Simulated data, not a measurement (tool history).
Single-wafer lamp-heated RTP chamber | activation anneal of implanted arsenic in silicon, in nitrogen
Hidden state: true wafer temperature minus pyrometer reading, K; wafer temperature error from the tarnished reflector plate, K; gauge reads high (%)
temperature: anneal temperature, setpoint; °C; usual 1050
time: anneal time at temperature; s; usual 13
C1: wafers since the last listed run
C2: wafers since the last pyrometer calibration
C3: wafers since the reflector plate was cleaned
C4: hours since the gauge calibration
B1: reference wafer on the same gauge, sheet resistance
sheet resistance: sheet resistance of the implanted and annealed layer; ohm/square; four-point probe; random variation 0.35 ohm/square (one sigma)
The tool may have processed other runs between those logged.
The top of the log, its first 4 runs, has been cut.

-- hour=84.4 pyrometer window cleaned and pyrometer calibrated
run 5 hour=88.1 | temperature=1050 time=16 | C1=151 C2=34 C3=3524 C4=376.5 | B1=91.96 | sheet_resistance=109.88
run 6 hour=117.2 | temperature=1050 time=17 | C1=270 C2=305 C3=3794 C4=405.6 | B1=91.99 | sheet_resistance=109.18
run 7 hour=139.4 | temperature=1050 time=17 | C1=206 C2=511 C3=4001 C4=427.8 | B1=92.06 | sheet_resistance=109.51
run 8 hour=158.7 | temperature=1050 time=17 | C1=179 C2=690 C3=4180 C4=447.1 | B1=92.02 | sheet_resistance=109.11
run 9 hour=190.8 | temperature=1050 time=13 | C1=298 C2=988 C3=4478 C4=479.2 | B1=92.07 | sheet_resistance=112.78
run 10 hour=224.7 | temperature=1050 time=13 | C1=314 C2=1303 C3=4793 C4=513.1 | B1=92.04 | sheet_resistance=112.44
run 11 hour=238.9 | temperature=1050 time=9 | C1=131 C2=1435 C3=4925 C4=527.3 | B1=91.98 | sheet_resistance=117.91
run 12 hour=264.9 | temperature=1050 time=9 | C1=241 C2=1677 C3=5167 C4=553.3 | B1=91.93 | sheet_resistance=118.38
run 13 hour=292.6 | temperature=1050 time=9 | C1=257 C2=1934 C3=5424 C4=581.0 | B1=91.93 | sheet_resistance=118.65
run 14 hour=324.7 | temperature=1038 time=13 | C1=298 C2=2232 C3=5722 C4=613.1 | B1=92.08 | sheet_resistance=116.84
run 15 hour=383.1 | temperature=1050 time=20 | C1=542 C2=2775 C3=6265 C4=671.5 | B1=92.05 | sheet_resistance=106.83
run 16 hour=398.2 | temperature=1042 time=6 | C1=140 C2=2915 C3=6405 C4=686.6 | B1=92.05 | sheet_resistance=127.32
-- hour=412.7 reflector plate cleaned
-- hour=441.0 pyrometer window cleaned and pyrometer calibrated
run 17 hour=480.0 | temperature=1050 time=13 | C1=611 C2=362 C3=550 C4=768.4 | B1=91.99 | sheet_resistance=112.84
run 18 hour=500.2 | temperature=1069 time=15 | C1=187 C2=550 C3=738 C4=788.6 | B1=92.06 | sheet_resistance=105.37
run 19 hour=530.1 | temperature=1032 time=16 | C1=277 C2=827 C3=1015 C4=818.5 | B1=92.02 | sheet_resistance=116.69
run 20 hour=564.7 | temperature=1021 time=20 | C1=321 C2=1149 C3=1337 C4=853.1 | B1=92.08 | sheet_resistance=117.59
run 21 hour=584.7 | temperature=1061 time=13 | C1=185 C2=1335 C3=1523 C4=873.1 | B1=92.08 | sheet_resistance=109.95
run 22 hour=612.0 | temperature=1069 time=13 | C1=253 C2=1588 C3=1776 C4=900.4 | B1=92.01 | sheet_resistance=106.74
run 23 hour=646.0 | temperature=1050 time=7 | C1=315 C2=1904 C3=2092 C4=934.4 | B1=92.01 | sheet_resistance=121.73
run 24 hour=670.3 | temperature=1050 time=13 | C1=225 C2=2130 C3=2318 C4=958.7 | B1=92.08 | sheet_resistance=112.67
-- hour=686.1 gauge calibrated
run 25 hour=686.1 | temperature=1050 time=13 | C1=146 C2=2277 C3=2465 C4=0.0 | B1=91.94 | sheet_resistance=112.51

Expected results for the next run?
run 26 hour=719.4 | temperature=1050 time=10 | C1=309 C2=2586 C3=2774 C4=33.3 | B1=? | sheet_resistance=?

B1: 91.95
sheet resistance: 116.73 ohm/square
Minus the tool's unlogged condition, the same run would have read sheet resistance 117.59 ohm/square.

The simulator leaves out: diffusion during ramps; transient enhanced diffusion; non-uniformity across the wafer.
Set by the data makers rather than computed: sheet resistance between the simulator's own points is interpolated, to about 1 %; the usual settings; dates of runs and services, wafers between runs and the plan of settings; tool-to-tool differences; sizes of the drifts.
